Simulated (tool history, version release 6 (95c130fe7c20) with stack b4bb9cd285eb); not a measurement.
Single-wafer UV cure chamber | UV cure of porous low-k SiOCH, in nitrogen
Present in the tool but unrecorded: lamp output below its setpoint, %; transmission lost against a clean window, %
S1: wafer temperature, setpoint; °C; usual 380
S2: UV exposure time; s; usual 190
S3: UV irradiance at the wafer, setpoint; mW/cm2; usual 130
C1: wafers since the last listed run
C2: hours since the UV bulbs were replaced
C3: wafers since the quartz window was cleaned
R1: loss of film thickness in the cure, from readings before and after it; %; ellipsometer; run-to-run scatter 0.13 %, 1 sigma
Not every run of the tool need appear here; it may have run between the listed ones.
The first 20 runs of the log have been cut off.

run	hour	S1	S2	S3	C1	C2	C3	R1
21	1026	393	190	118	406	355.6	1889	14.331
22	1086.2	363	80	97	381	415.8	2270	8.381
23	1140	380	295	103	341	469.6	2611	15.546
24	1181.6	397	75	95	263	511.2	2875	8.711
25	1225.1	373	290	119	275	554.7	3151	16.216
26	1286.6	380	190	130	389	616.2	3541	14.603
27	1316.8	371	190	95	191	646.4	3732	12.719
28	1365.8	390	270	130	310	695.4	4043	16.86
29	1420.8	395	95	112	348	750.4	4391	10.538
# hour 1440: quartz window cleaned
30	1485.4	366	145	130	358	815	287	12.954
31	1518.9	380	155	143	212	848.5	500	13.713
32	1574.9	380	255	130	354	904.5	855	15.814
33	1600.4	380	190	130	161	930	1016	14.216
34	1634.3	366	105	110	214	963.9	1231	10.167

Below are 5 alternative next runs, each starting from the tool's condition after run 34. Predict each:
A	1634.8	369	190	130	3	964.4	1234	?
B	1634.8	361	190	130	3	964.4	1234	?
C	1634.8	368	95	95	3	964.4	1234	?
D	1634.8	363	140	130	3	964.4	1234	?
E	1634.8	397	135	141	3	964.4	1234	?

run	R1
A	14.102
B	13.924
C	9.065
D	12.406
E	13.34
Without the tool's unlogged condition, the same runs would have read:
run	R1
A	14.685
B	14.505
C	9.6
D	12.969
E	13.914
